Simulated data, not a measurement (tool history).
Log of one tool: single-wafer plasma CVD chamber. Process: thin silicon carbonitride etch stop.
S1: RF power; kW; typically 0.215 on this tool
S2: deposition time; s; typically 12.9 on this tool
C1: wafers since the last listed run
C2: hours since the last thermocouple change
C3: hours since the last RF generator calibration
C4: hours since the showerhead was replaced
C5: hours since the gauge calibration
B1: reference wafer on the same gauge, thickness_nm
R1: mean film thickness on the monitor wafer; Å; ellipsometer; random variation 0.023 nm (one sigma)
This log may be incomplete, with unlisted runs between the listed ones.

run,hour,S1,S2,C1,C2,C3,C4,C5,B1,R1
1,0.0,0.215,12.3,0,1909.3,1110.9,6022.3,508.6,6.088,64.32
# hour 39.8: gauge calibrated
2,40.7,0.215,12.3,1059,1950.0,1151.6,6063.0,0.9,6.091,64.28
3,69.6,0.215,12.3,752,1978.9,1180.5,6091.9,29.8,6.091,63.93
4,129.4,0.180,13.6,1556,2038.7,1240.3,6151.7,89.6,6.098,67.07
5,188.5,0.190,12.9,1538,2097.8,1299.4,6210.8,148.7,6.097,64.40
6,215.1,0.190,12.9,692,2124.4,1326.0,6237.4,175.3,6.100,64.43
7,276.3,0.190,12.9,1592,2185.6,1387.2,6298.6,236.5,6.089,64.71
8,313.3,0.215,12.9,963,2222.6,1424.2,6335.6,273.5,6.086,67.14
9,354.9,0.215,12.9,1082,2264.2,1465.8,6377.2,315.1,6.088,67.67
# hour 393.7: thermocouple changed; heater temperature recalibrated
10,409.4,0.215,12.9,1210,15.7,1520.3,6431.7,369.6,6.096,67.35
11,458.7,0.215,12.9,1283,65.0,1569.6,6481.0,418.9,6.089,66.78
# hour 514.5: RF generator calibrated
12,515.0,0.215,12.9,1257,121.3,0.5,6537.3,475.2,6.087,67.67
13,555.5,0.215,12.9,1054,161.8,41.0,6577.8,515.7,6.091,67.31
14,598.1,0.255,14.2,1108,204.4,83.6,6620.4,558.3,6.098,78.39
15,646.7,0.190,11.1,1264,253.0,132.2,6669.0,606.9,6.082,55.59
# hour 658.3: gauge calibrated
16,698.4,0.175,12.9,1345,304.7,183.9,6720.7,40.1,6.099,62.70
17,745.9,0.215,12.9,1236,352.2,231.4,6768.2,87.6,6.087,67.68
18,816.7,0.215,12.3,1842,423.0,302.2,6839.0,158.4,6.090,64.05
19,847.2,0.215,13.8,793,453.5,332.7,6869.5,188.9,6.089,71.92
# hour 871.9: showerhead replaced
20,917.1,0.240,12.9,1611,523.4,402.6,45.2,258.8,6.084,69.85
21,957.2,0.190,12.9,1043,563.5,442.7,85.3,298.9,6.089,64.58
22,994.9,0.250,11.5,981,601.2,480.4,123.0,336.6,6.089,63.23
23,1027.9,0.255,14.5,858,634.2,513.4,156.0,369.6,6.088,80.05
24,1078.6,0.215,15.2,1319,684.9,564.1,206.7,420.3,6.091,79.22
25,1116.9,0.245,10.7,996,723.2,602.4,245.0,458.6,6.090,58.20

Predict each of these 3 candidate next runs independently; none follows another, all start after run 25:
A,1117.3,0.215,12.9,10,723.6,602.8,245.4,459.0,?,?
B,1117.3,0.255,12.0,10,723.6,602.8,245.4,459.0,?,?
C,1117.3,0.195,15.1,10,723.6,602.8,245.4,459.0,?,?

run,B1,R1
A,6.098,67.44
B,6.098,66.30
C,6.098,76.45
Had the tool no hidden state, the same runs would have come out as:
run,R1
A,67.44
B,66.30
C,76.45

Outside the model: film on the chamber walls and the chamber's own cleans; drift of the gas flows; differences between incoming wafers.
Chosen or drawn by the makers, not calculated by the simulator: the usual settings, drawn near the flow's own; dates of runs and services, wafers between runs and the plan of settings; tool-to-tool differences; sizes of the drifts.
